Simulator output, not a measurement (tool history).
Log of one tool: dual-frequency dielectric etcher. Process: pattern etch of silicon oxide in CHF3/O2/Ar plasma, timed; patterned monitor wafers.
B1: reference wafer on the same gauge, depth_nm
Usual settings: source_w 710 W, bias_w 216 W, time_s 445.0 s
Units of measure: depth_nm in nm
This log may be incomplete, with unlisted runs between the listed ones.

run 1 hour=0.0 | source_w=710 bias_w=199 time_s=445.0 | B1=939.3 | depth_nm=968.7
run 2 hour=66.1 | source_w=710 bias_w=199 time_s=445.0 | B1=940.1 | depth_nm=966.2
run 3 hour=133.3 | source_w=710 bias_w=199 time_s=445.0 | B1=940.1 | depth_nm=966.5
run 4 hour=202.1 | source_w=640 bias_w=216 time_s=445.0 | B1=939.3 | depth_nm=951.5
run 5 hour=228.4 | source_w=710 bias_w=216 time_s=497.0 | B1=939.8 | depth_nm=1108.5
run 6 hour=281.8 | source_w=710 bias_w=216 time_s=497.0 | B1=939.6 | depth_nm=1105.6
run 7 hour=338.2 | source_w=710 bias_w=216 time_s=445.0 | B1=940.3 | depth_nm=1031.4
run 8 hour=526.4 | source_w=710 bias_w=216 time_s=445.0 | B1=940.7 | depth_nm=1016.7
run 9 hour=557.0 | source_w=710 bias_w=216 time_s=360.0 | B1=938.6 | depth_nm=819.0
run 10 hour=594.6 | source_w=710 bias_w=253 time_s=390.0 | B1=941.1 | depth_nm=945.8
run 11 hour=621.0 | source_w=710 bias_w=253 time_s=390.0 | B1=940.6 | depth_nm=940.3
run 12 hour=682.1 | source_w=710 bias_w=253 time_s=390.0 | B1=940.2 | depth_nm=942.1
run 13 hour=720.7 | source_w=710 bias_w=216 time_s=445.0 | B1=940.1 | depth_nm=977.2
run 14 hour=774.7 | source_w=710 bias_w=265 time_s=445.0 | B1=939.9 | depth_nm=1066.9
run 15 hour=816.7 | source_w=710 bias_w=216 time_s=445.0 | B1=939.4 | depth_nm=1026.1
run 16 hour=876.4 | source_w=710 bias_w=245 time_s=409.0 | B1=940.4 | depth_nm=996.4
run 17 hour=919.6 | source_w=760 bias_w=194 time_s=543.0 | B1=940.5 | depth_nm=1209.4
run 18 hour=971.6 | source_w=710 bias_w=216 time_s=445.0 | B1=939.8 | depth_nm=1014.3
run 19 hour=1035.1 | source_w=710 bias_w=216 time_s=566.5 | B1=939.9 | depth_nm=1279.0
run 20 hour=1075.4 | source_w=710 bias_w=246 time_s=445.0 | B1=939.0 | depth_nm=1067.8
run 21 hour=1118.0 | source_w=830 bias_w=266 time_s=408.5 | B1=939.8 | depth_nm=1066.7
run 22 hour=1175.8 | source_w=580 bias_w=262 time_s=491.0 | B1=940.4 | depth_nm=1114.4
run 23 hour=1265.1 | source_w=710 bias_w=216 time_s=322.0 | B1=940.5 | depth_nm=744.8
run 24 hour=1346.2 | source_w=660 bias_w=216 time_s=407.5 | B1=939.5 | depth_nm=915.1
run 25 hour=1372.2 | source_w=600 bias_w=179 time_s=557.0 | B1=940.8 | depth_nm=1103.0
run 26 hour=1412.9 | source_w=710 bias_w=216 time_s=445.0 | B1=939.1 | depth_nm=1009.6
run 27 hour=1467.4 | source_w=840 bias_w=216 time_s=445.0 | B1=940.6 | depth_nm=1070.3
run 28 hour=1521.9 | source_w=570 bias_w=216 time_s=521.0 | B1=939.7 | depth_nm=1089.9
run 29 hour=1546.9 | source_w=620 bias_w=216 time_s=445.0 | B1=940.0 | depth_nm=954.9

Not shown here: 7 entries made in the log between runs. Locate each between two listed runs and compare the hidden state at the listed run before it with the hidden state at the listed run after it:
Logged between run 6 and run 7: wet clean of the chamber (hour 315.2)
  etch rate over this chamber's usual, %: -4.75 -> -0.349; bias power that arrives over what is set, %: 4.73 -> 4.79
  measured value less the no-hidden-state value, depth_nm: -31.2 -> +17.9 nm
Logged between run 10 and run 11: source power generator calibrated (hour 608.9)
  etch rate over this chamber's usual, %: -2.73 -> -2.97; bias power that arrives over what is set, %: 5 -> 5.02
  measured value less the no-hidden-state value, depth_nm: -4.7 -> -6.9 nm
Logged between run 12 and run 13: bias power generator calibrated (hour 713.2)
  etch rate over this chamber's usual, %: -3.54 -> -3.9; bias power that arrives over what is set, %: 5.06 -> 0.526
  measured value less the no-hidden-state value, depth_nm: -12.4 -> -37.3 nm
Logged between run 14 and run 15: wet clean of the chamber (hour 815.0)
  etch rate over this chamber's usual, %: -4.4 -> 0.23; bias power that arrives over what is set, %: 0.914 -> 1.2
  measured value less the no-hidden-state value, depth_nm: -44.3 -> +7.9 nm
Logged between run 15 and run 16: upper electrode replaced (hour 844.1)
  etch rate over this chamber's usual, %: 0.23 -> -0.324; bias power that arrives over what is set, %: 1.2 -> 1.57
  measured value less the no-hidden-state value, depth_nm: +7.9 -> +4.0 nm
Logged between run 17 and run 18: gauge calibrated (hour 933.8)
  etch rate over this chamber's usual, %: -0.725 -> -1.21; bias power that arrives over what is set, %: 1.82 -> 2.1
  measured value less the no-hidden-state value, depth_nm: +0.6 -> -2.9 nm
Logged between run 22 and run 23: wet clean of the chamber (hour 1264.6)
  etch rate over this chamber's usual, %: -3.1 -> -0.215; bias power that arrives over what is set, %: 3.02 -> 3.35
  measured value less the no-hidden-state value, depth_nm: -19.6 -> +9.4 nm
